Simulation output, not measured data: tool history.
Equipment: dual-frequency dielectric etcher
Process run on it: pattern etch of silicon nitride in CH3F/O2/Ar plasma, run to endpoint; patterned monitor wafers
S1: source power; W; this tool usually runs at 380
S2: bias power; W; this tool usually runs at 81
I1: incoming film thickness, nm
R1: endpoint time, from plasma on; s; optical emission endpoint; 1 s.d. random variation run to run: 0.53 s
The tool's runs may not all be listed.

run    hour   S1   S2     I1    R1
  1     0.0  380   97  43.45  55.8
  2    42.1  350   81  43.64  65.2
  3   139.1  350   81  43.52  64.7
  4   239.5  380   81  42.85  61.8
  5   299.5  380   81  43.74  63.0
  6   389.2  380   81  43.56  64.3
  7   432.3  380   81  43.39  64.4
      482.0  -- wet clean of the chamber
  8   504.3  380   81  42.92  60.6
  9   598.7  380   81  43.50  60.7
      703.5  -- upper electrode replaced
 10   704.0  380   75  43.95  65.9
 11   758.9  380   75  43.65  65.0
 12   826.7  380   81  43.45  62.9
 13   870.1  380   81  43.59  63.3
 14   968.8  380   81  44.01  64.9
     1007.7  -- wet clean of the chamber
 15  1021.7  380   70  43.09  65.6
 16  1105.3  380   98  43.24  55.7
     1150.8  -- source power generator calibrated
 17  1204.6  350   93  43.65  60.7
     1251.2  -- bias power generator calibrated
 18  1271.2  280   71  43.61  78.1
 19  1376.9  450   81  43.51  59.1
 20  1454.9  350   81  43.50  66.4
     1519.6  -- wet clean of the chamber
 21  1520.1  380   99  43.09  55.1
 22  1578.6  300   72  43.22  73.0
 23  1643.7  420   89  43.38  56.9
 24  1725.8  380   81  43.74  63.6
 25  1828.0  380   81  43.67  63.6
     1988.8  -- wet clean of the chamber
 26  2151.3  380   81  43.36  61.4
 27  2190.7  480  100  43.26  50.1

Below are 5 alternative next runs, each starting from the tool's condition after run 27. Predict each:
  A  2191.1  380  81  43.57   ?
  B  2191.1  300  65  43.57   ?
  C  2191.1  460  69  43.57   ?
  D  2191.1  410  73  43.57   ?
  E  2191.1  380  67  43.57   ?

run    R1
  A  63.6
  B  79.9
  C  63.5
  D  64.9
  E  70.3
The same runs, with their run-to-run variation unchanged, on a tool lacking any hidden condition would have given:
run    R1
  A  62.6
  B  78.6
  C  62.4
  D  63.8
  E  69.1
